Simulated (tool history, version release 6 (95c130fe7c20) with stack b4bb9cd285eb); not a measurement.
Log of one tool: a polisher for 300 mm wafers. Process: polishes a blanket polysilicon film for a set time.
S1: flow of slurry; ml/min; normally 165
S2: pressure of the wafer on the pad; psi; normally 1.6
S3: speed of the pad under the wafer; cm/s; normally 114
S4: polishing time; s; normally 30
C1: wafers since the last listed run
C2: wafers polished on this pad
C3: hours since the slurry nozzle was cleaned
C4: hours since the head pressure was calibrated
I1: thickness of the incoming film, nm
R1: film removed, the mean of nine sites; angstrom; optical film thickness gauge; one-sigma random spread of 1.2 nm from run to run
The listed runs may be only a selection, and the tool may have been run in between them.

run 1 day=0.000 | S1=165 S2=1.6 S3=146 S4=30 | C1=0 C2=75 C3=229.4 C4=494.6 | I1=903.2 | R1=2172
run 2 day=0.538 | S1=165 S2=1.6 S3=146 S4=30 | C1=103 C2=179 C3=242.3 C4=507.5 | I1=902.8 | R1=2187
run 3 day=1.825 | S1=165 S2=1.6 S3=114 S4=30 | C1=248 C2=428 C3=273.2 C4=538.4 | I1=889.7 | R1=1698
run 4 day=2.829 | S1=165 S2=1.6 S3=114 S4=30 | C1=194 C2=622 C3=297.3 C4=562.5 | I1=907.1 | R1=1683
run 5 day=3.779 | S1=165 S2=1.6 S3=114 S4=30 | C1=183 C2=806 C3=320.1 C4=585.3 | I1=884.8 | R1=1706
run 6 day=4.754 | S1=165 S2=1.4 S3=94 S4=30 | C1=188 C2=994 C3=343.5 C4=608.7 | I1=887.1 | R1=1227
-- day=4.917 slurry nozzle cleaned
run 7 day=5.983 | S1=165 S2=1.4 S3=94 S4=30 | C1=229 C2=1224 C3=25.6 C4=638.2 | I1=906.4 | R1=1275
run 8 day=7.154 | S1=165 S2=1.6 S3=96 S4=30 | C1=226 C2=1450 C3=53.7 C4=666.3 | I1=899.9 | R1=1484
-- day=8.067 worn pad replaced by a new one
run 9 day=8.088 | S1=165 S2=1.6 S3=96 S4=30 | C1=148 C2=3 C3=76.1 C4=688.7 | I1=898.1 | R1=1474
run 10 day=9.312 | S1=165 S2=1.6 S3=114 S4=30 | C1=236 C2=240 C3=105.5 C4=718.1 | I1=902.0 | R1=1730
run 11 day=9.821 | S1=165 S2=1.6 S3=102 S4=30 | C1=98 C2=338 C3=117.7 C4=730.3 | I1=897.0 | R1=1555
run 12 day=10.546 | S1=135 S2=1.6 S3=114 S4=30 | C1=140 C2=479 C3=135.1 C4=747.7 | I1=920.6 | R1=1637
-- day=11.242 head pressure recalibrated
run 13 day=11.988 | S1=135 S2=1.6 S3=114 S4=30 | C1=262 C2=741 C3=169.7 C4=17.9 | I1=916.5 | R1=1631
run 14 day=12.917 | S1=165 S2=1.6 S3=114 S4=30 | C1=179 C2=921 C3=192.0 C4=40.2 | I1=891.5 | R1=1716
run 15 day=13.908 | S1=165 S2=1.6 S3=114 S4=30 | C1=191 C2=1113 C3=215.8 C4=64.0 | I1=899.2 | R1=1725
run 16 day=14.550 | S1=185 S2=2.2 S3=114 S4=34 | C1=124 C2=1237 C3=231.2 C4=79.4 | I1=898.5 | R1=2735
run 17 day=15.367 | S1=165 S2=1.6 S3=114 S4=30 | C1=157 C2=1395 C3=250.8 C4=99.0 | I1=883.0 | R1=1715
run 18 day=16.221 | S1=125 S2=1.1 S3=74 S4=36 | C1=165 C2=1560 C3=271.3 C4=119.5 | I1=895.9 | R1=843
-- day=16.850 worn pad replaced by a new one
run 19 day=17.246 | S1=165 S2=1.6 S3=142 S4=30 | C1=165 C2=76 C3=295.9 C4=144.1 | I1=886.3 | R1=2112
run 20 day=17.896 | S1=165 S2=1.6 S3=114 S4=30 | C1=125 C2=202 C3=311.5 C4=159.7 | I1=911.4 | R1=1683
-- day=18.183 slurry nozzle cleaned
run 21 day=18.542 | S1=140 S2=1.2 S3=134 S4=20 | C1=116 C2=319 C3=8.6 C4=175.2 | I1=901.9 | R1=1034
run 22 day=19.071 | S1=200 S2=1.6 S3=114 S4=30 | C1=102 C2=421 C3=21.3 C4=187.9 | I1=899.7 | R1=1863
run 23 day=19.992 | S1=165 S2=1.6 S3=114 S4=24 | C1=178 C2=599 C3=43.4 C4=210.0 | I1=881.6 | R1=1432
run 24 day=21.033 | S1=165 S2=1.6 S3=114 S4=30 | C1=201 C2=801 C3=68.4 C4=235.0 | I1=908.3 | R1=1766
run 25 day=22.775 | S1=135 S2=1.3 S3=140 S4=35 | C1=336 C2=1137 C3=110.2 C4=276.8 | I1=891.9 | R1=1950
run 26 day=23.496 | S1=195 S2=1.4 S3=114 S4=33 | C1=139 C2=1277 C3=127.5 C4=294.1 | I1=912.9 | R1=1712
run 27 day=24.004 | S1=120 S2=2.1 S3=114 S4=37 | C1=98 C2=1375 C3=139.7 C4=306.3 | I1=901.9 | R1=2613
run 28 day=24.579 | S1=190 S2=1.6 S3=154 S4=30 | C1=111 C2=1486 C3=153.5 C4=320.1 | I1=909.5 | R1=2406
-- day=25.342 worn pad replaced by a new one
run 29 day=25.900 | S1=165 S2=1.6 S3=114 S4=33 | C1=223 C2=107 C3=185.2 C4=351.8 | I1=896.3 | R1=1896
run 30 day=27.212 | S1=165 S2=2.1 S3=114 S4=22 | C1=253 C2=361 C3=216.7 C4=383.3 | I1=914.7 | R1=1662
run 31 day=27.833 | S1=165 S2=1.6 S3=150 S4=30 | C1=120 C2=481 C3=231.6 C4=398.2 | I1=892.8 | R1=2279
run 32 day=29.262 | S1=150 S2=1.6 S3=114 S4=26 | C1=276 C2=758 C3=265.9 C4=432.5 | I1=903.7 | R1=1460
run 33 day=30.758 | S1=110 S2=1.6 S3=126 S4=30 | C1=289 C2=1047 C3=301.8 C4=468.4 | I1=906.6 | R1=1682
run 34 day=31.542 | S1=215 S2=1.6 S3=114 S4=30 | C1=151 C2=1198 C3=320.6 C4=487.2 | I1=895.4 | R1=1812
-- day=31.892 slurry nozzle cleaned
run 35 day=33.025 | S1=165 S2=1.0 S3=126 S4=25 | C1=278 C2=1477 C3=27.2 C4=522.8 | I1=902.5 | R1=1029
run 36 day=34.446 | S1=165 S2=1.6 S3=114 S4=30 | C1=274 C2=1752 C3=61.3 C4=556.9 | I1=892.3 | R1=1788
run 37 day=35.604 | S1=165 S2=1.9 S3=114 S4=30 | C1=223 C2=1976 C3=89.1 C4=584.7 | I1=909.5 | R1=2090
-- day=36.425 worn pad replaced by a new one
-- day=37.596 head pressure recalibrated
run 38 day=37.704 | S1=165 S2=1.6 S3=96 S4=30 | C1=357 C2=230 C3=139.5 C4=2.6 | I1=880.9 | R1=1480

Here are 3 independent what-if runs from the current tool condition. What would each one return?
run A day=37.721 | S1=165 S2=1.6 S3=114 S4=30 | C1=3 C2=234 C3=139.9 C4=3.0 | I1=908.8 | R1=?
run B day=37.721 | S1=165 S2=1.4 S3=154 S4=34 | C1=3 C2=234 C3=139.9 C4=3.0 | I1=908.8 | R1=?
run C day=37.721 | S1=140 S2=2.2 S3=136 S4=34 | C1=3 C2=234 C3=139.9 C4=3.0 | I1=908.8 | R1=?

run=A R1=1743
run=B R1=2335
run=C R1=3118
Without the tool's hidden state the same runs would have given:
run=A R1=1815
run=B R1=2432
run=C R1=3271
